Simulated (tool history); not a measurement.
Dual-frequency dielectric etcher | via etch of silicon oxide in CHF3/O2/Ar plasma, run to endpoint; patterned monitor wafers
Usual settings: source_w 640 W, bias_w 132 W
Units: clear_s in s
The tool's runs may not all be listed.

run,day,source_w,bias_w,"incoming incoming film thickness, nm",clear_s
1,0,640,140,472.2,278.2
2,1.438,640,140,466,277.2
3,2.488,640,132,471.8,279.5
# day 7.304: upper electrode replaced, of another model than before
4,7.325,640,132,471.4,283.8
5,7.908,640,132,468.4,284.8
6,8.992,640,132,466.3,286.2
# day 9.283: bias power generator calibrated
# day 10.504: source power generator calibrated
7,10.525,640,132,469.9,287.8
8,11.112,520,119,471.6,316
9,12.438,710,132,469.1,279.7
10,12.95,640,132,460.1,281
11,13.588,590,132,469.2,295
# day 14.775: wet clean of the chamber
12,15.933,770,154,468.6,245.5
13,17.417,510,165,471.2,263.1
14,18.875,740,163,470.9,243.7

Some steps in clear_s between neighbouring runs. How much of each would the tool show without its hidden state too (settings, what came in, random variation), and how much is left for the hidden state, with any gauge scatter that isn't in both results?
The hidden state here: etch rate over this chamber's usual, %; source power that arrives over what is set, %; bias power that arrives over what is set, %.
Run 11 -> 12: source_w 590 -> 770, bias_w 132 -> 154, wet clean of the chamber. clear_s -49.5 s: hidden state -13.6, all else -35.9.

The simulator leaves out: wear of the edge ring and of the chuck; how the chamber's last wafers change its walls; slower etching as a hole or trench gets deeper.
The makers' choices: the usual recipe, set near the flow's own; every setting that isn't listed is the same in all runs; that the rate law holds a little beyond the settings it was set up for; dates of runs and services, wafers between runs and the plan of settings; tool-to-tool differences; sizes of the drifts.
